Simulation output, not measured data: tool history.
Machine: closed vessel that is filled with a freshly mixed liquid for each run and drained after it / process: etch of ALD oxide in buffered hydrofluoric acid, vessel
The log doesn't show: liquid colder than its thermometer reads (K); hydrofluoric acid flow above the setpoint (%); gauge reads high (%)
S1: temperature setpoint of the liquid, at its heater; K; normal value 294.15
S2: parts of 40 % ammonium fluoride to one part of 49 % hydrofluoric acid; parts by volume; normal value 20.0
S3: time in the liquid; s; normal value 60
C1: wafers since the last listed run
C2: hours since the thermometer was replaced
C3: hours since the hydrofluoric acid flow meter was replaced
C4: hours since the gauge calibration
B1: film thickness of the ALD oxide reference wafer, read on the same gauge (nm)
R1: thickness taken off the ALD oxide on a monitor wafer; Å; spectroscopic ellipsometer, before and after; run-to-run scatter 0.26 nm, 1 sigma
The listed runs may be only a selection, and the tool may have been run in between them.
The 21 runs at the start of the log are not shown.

run,day,S1,S2,S3,C1,C2,C3,C4,B1,R1
22,28.175,292.15,16.5,80,1756,488.9,193.0,468.5,69.98,756.0
23,29.362,292.15,20.0,45,2085,517.4,221.5,497.0,70.03,352.5
24,32.092,297.15,20.0,60,4793,582.9,287.0,562.5,69.98,623.5
25,33.538,295.65,20.0,50,2539,617.6,321.7,597.2,70.01,475.9
26,34.754,294.15,22.5,60,2136,646.8,350.9,626.4,70.00,481.9
27,35.417,294.15,20.0,60,1163,662.7,366.8,642.3,70.01,529.0
28,36.208,294.15,20.0,60,1390,681.7,385.8,661.3,70.00,528.6
29,36.925,294.15,22.5,60,1258,698.9,403.0,678.5,69.99,483.0
30,37.538,296.65,14.5,75,1075,713.6,417.7,693.2,70.00,1046.0
31,38.054,294.15,20.0,90,907,726.0,430.1,705.6,69.99,799.9
32,39.175,290.15,20.0,60,1968,752.9,457.0,732.5,70.02,421.7
33,39.762,295.65,20.0,35,1031,767.0,471.1,746.6,70.01,339.0
34,40.604,291.65,20.0,60,1478,787.2,491.3,766.8,70.02,463.5
35,42.004,294.15,20.0,60,2458,820.8,524.9,800.4,70.00,534.5

Alternative continuations, all from the tool just after run 35; predict every row:
A,42.033,294.15,16.0,60,51,821.5,525.6,801.1,?,?
B,42.033,292.15,20.0,85,51,821.5,525.6,801.1,?,?
C,42.033,291.65,20.0,30,51,821.5,525.6,801.1,?,?

run,B1,R1
A,70.00,664.1
B,70.00,674.4
C,70.00,231.3
Without the tool's unlogged condition, the same runs would have read:
run,R1
A,663.4
B,674.0
C,231.2

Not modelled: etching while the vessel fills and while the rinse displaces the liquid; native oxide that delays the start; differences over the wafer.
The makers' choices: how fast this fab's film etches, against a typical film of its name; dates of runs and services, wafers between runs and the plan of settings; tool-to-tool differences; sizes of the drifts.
